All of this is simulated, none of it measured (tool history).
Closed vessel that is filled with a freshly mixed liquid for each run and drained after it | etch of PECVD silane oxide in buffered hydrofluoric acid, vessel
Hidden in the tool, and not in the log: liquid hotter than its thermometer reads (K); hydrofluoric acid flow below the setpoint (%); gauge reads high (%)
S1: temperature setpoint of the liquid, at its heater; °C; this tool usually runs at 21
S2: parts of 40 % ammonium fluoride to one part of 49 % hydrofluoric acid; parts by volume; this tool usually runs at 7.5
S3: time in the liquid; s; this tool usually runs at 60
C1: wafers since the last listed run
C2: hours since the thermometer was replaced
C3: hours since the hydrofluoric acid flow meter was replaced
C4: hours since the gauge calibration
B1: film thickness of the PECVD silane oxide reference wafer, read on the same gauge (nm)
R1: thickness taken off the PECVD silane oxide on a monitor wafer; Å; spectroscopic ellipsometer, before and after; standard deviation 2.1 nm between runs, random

{"run": 1, "hour": 0.0, "S1": 21, "S2": 7.5, "S3": 60, "C1": 0, "C2": 2684.8, "C3": 1310.4, "C4": 300.7, "B1": 150.02, "R1": 2925.7}
{"run": 2, "hour": 9.1, "S1": 24.5, "S2": 7.5, "S3": 60, "C1": 882, "C2": 2693.9, "C3": 1319.5, "C4": 309.8, "B1": 149.98, "R1": 3543.6}
{"run": 3, "hour": 20.3, "S1": 24.5, "S2": 7.5, "S3": 60, "C1": 1085, "C2": 2705.1, "C3": 1330.7, "C4": 321, "B1": 150.01, "R1": 3522.6}
{"run": 4, "hour": 29.7, "S1": 19.5, "S2": 7.5, "S3": 60, "C1": 911, "C2": 2714.5, "C3": 1340.1, "C4": 330.4, "B1": 149.98, "R1": 2720.2}
{"run": 5, "hour": 38.3, "S1": 19.5, "S2": 7.5, "S3": 60, "C1": 833, "C2": 2723.1, "C3": 1348.7, "C4": 339, "B1": 149.98, "R1": 2650.7}
{"run": 6, "hour": 49.3, "S1": 19.5, "S2": 7.5, "S3": 60, "C1": 1066, "C2": 2734.1, "C3": 1359.7, "C4": 350, "B1": 150, "R1": 2706.1}
{"run": 7, "hour": 61.6, "S1": 21, "S2": 7.5, "S3": 60, "C1": 1192, "C2": 2746.4, "C3": 1372, "C4": 362.3, "B1": 149.96, "R1": 2947.4}
{"run": 8, "hour": 75.7, "S1": 21, "S2": 7.5, "S3": 60, "C1": 1367, "C2": 2760.5, "C3": 1386.1, "C4": 376.4, "B1": 149.98, "R1": 2946.6}
{"run": 9, "hour": 88.2, "S1": 21, "S2": 5, "S3": 60, "C1": 1211, "C2": 2773, "C3": 1398.6, "C4": 388.9, "B1": 150, "R1": 4249.7}
{"run": 10, "hour": 95.2, "S1": 24, "S2": 10.5, "S3": 60, "C1": 678, "C2": 2780, "C3": 1405.6, "C4": 395.9, "B1": 150.01, "R1": 2526.8}
{"run": 11, "hour": 104.1, "S1": 21, "S2": 7.5, "S3": 60, "C1": 862, "C2": 2788.9, "C3": 1414.5, "C4": 404.8, "B1": 150.01, "R1": 2922.7}
{"run": 12, "hour": 117.5, "S1": 21, "S2": 7.5, "S3": 60, "C1": 1299, "C2": 2802.3, "C3": 1427.9, "C4": 418.2, "B1": 149.98, "R1": 2904}
{"run": 13, "hour": 135.3, "S1": 21, "S2": 7.5, "S3": 60, "C1": 1725, "C2": 2820.1, "C3": 1445.7, "C4": 436, "B1": 149.99, "R1": 2970.9}
{"hour": 144.8, "done": "hydrofluoric acid flow meter replaced"}
{"run": 14, "hour": 152.3, "S1": 21, "S2": 6, "S3": 60, "C1": 1551, "C2": 2837.1, "C3": 7.5, "C4": 453, "B1": 149.99, "R1": 3632}
{"run": 15, "hour": 167.3, "S1": 19, "S2": 8.5, "S3": 75, "C1": 1454, "C2": 2852.1, "C3": 22.5, "C4": 468, "B1": 149.99, "R1": 2903}
{"run": 16, "hour": 182.7, "S1": 21, "S2": 7.5, "S3": 60, "C1": 1493, "C2": 2867.5, "C3": 37.9, "C4": 483.4, "B1": 149.99, "R1": 2913.3}
{"hour": 189.2, "done": "thermometer replaced"}
{"run": 17, "hour": 192.0, "S1": 21, "S2": 7.5, "S3": 60, "C1": 804, "C2": 2.8, "C3": 47.2, "C4": 492.7, "B1": 150, "R1": 2527.4}
{"run": 18, "hour": 198.1, "S1": 17.5, "S2": 9.5, "S3": 80, "C1": 591, "C2": 8.9, "C3": 53.3, "C4": 498.8, "B1": 149.98, "R1": 2167.5}
{"run": 19, "hour": 213.5, "S1": 22.5, "S2": 7.5, "S3": 30, "C1": 1493, "C2": 24.3, "C3": 68.7, "C4": 514.2, "B1": 149.97, "R1": 1352.2}
{"hour": 217.8, "done": "gauge calibrated"}
{"run": 20, "hour": 228.6, "S1": 21, "S2": 7.5, "S3": 60, "C1": 1464, "C2": 39.4, "C3": 83.8, "C4": 10.8, "B1": 150.02, "R1": 2525.3}
{"run": 21, "hour": 235.1, "S1": 21, "S2": 7.5, "S3": 45, "C1": 630, "C2": 45.9, "C3": 90.3, "C4": 17.3, "B1": 150, "R1": 1878.6}
{"run": 22, "hour": 244.8, "S1": 21, "S2": 9, "S3": 45, "C1": 940, "C2": 55.6, "C3": 100, "C4": 27, "B1": 150.02, "R1": 1547.8}
{"run": 23, "hour": 262.3, "S1": 23, "S2": 7.5, "S3": 60, "C1": 1696, "C2": 73.1, "C3": 117.5, "C4": 44.5, "B1": 150.01, "R1": 2777}
{"run": 24, "hour": 276.8, "S1": 21, "S2": 7.5, "S3": 60, "C1": 1405, "C2": 87.6, "C3": 132, "C4": 59, "B1": 150.01, "R1": 2538.9}
{"run": 25, "hour": 283.6, "S1": 21, "S2": 7.5, "S3": 60, "C1": 659, "C2": 94.4, "C3": 138.8, "C4": 65.8, "B1": 150.03, "R1": 2545.8}
{"run": 26, "hour": 290.0, "S1": 25.5, "S2": 6, "S3": 60, "C1": 620, "C2": 100.8, "C3": 145.2, "C4": 72.2, "B1": 150.02, "R1": 4023.6}
{"run": 27, "hour": 300.4, "S1": 26, "S2": 5.5, "S3": 85, "C1": 1008, "C2": 111.2, "C3": 155.6, "C4": 82.6, "B1": 150, "R1": 6311.7}
{"run": 28, "hour": 313.0, "S1": 17, "S2": 5.5, "S3": 95, "C1": 1221, "C2": 123.8, "C3": 168.2, "C4": 95.2, "B1": 150.04, "R1": 4264.1}
{"run": 29, "hour": 326.9, "S1": 21, "S2": 7.5, "S3": 90, "C1": 1347, "C2": 137.7, "C3": 182.1, "C4": 109.1, "B1": 150.01, "R1": 3791.3}
{"run": 30, "hour": 338.5, "S1": 22.5, "S2": 6, "S3": 60, "C1": 1124, "C2": 149.3, "C3": 193.7, "C4": 120.7, "B1": 150.01, "R1": 3417.7}
{"run": 31, "hour": 354.1, "S1": 17, "S2": 6.5, "S3": 75, "C1": 1512, "C2": 164.9, "C3": 209.3, "C4": 136.3, "B1": 149.97, "R1": 2916}
{"run": 32, "hour": 366.3, "S1": 24.5, "S2": 5.5, "S3": 75, "C1": 1182, "C2": 177.1, "C3": 221.5, "C4": 148.5, "B1": 149.99, "R1": 5084.1}
{"run": 33, "hour": 381.9, "S1": 21, "S2": 6.5, "S3": 60, "C1": 1512, "C2": 192.7, "C3": 237.1, "C4": 164.1, "B1": 150, "R1": 2888.7}

What would each run have given without the hidden state, its run-to-run variation left as it was?
run=1 R1=2516
run=2 R1=3056.3
run=3 R1=3036.6
run=4 R1=2331.9
run=5 R1=2271.1
run=6 R1=2317.3
run=7 R1=2526.4
run=8 R1=2524.4
run=9 R1=3639.8
run=10 R1=2168.5
run=11 R1=2499.8
run=12 R1=2482.4
run=13 R1=2536.9
run=14 R1=3100.2
run=15 R1=2469.4
run=16 R1=2482.3
run=17 R1=2524.6
run=18 R1=2163.8
run=19 R1=1349.3
run=20 R1=2516.8
run=21 R1=1872.4
run=22 R1=1541.8
run=23 R1=2763.3
run=24 R1=2524.8
run=25 R1=2530.3
run=26 R1=3999.9
run=27 R1=6271.2
run=28 R1=4232.6
run=29 R1=3759.8
run=30 R1=3387.8
run=31 R1=2887.9
run=32 R1=5034.8
run=33 R1=2856.9
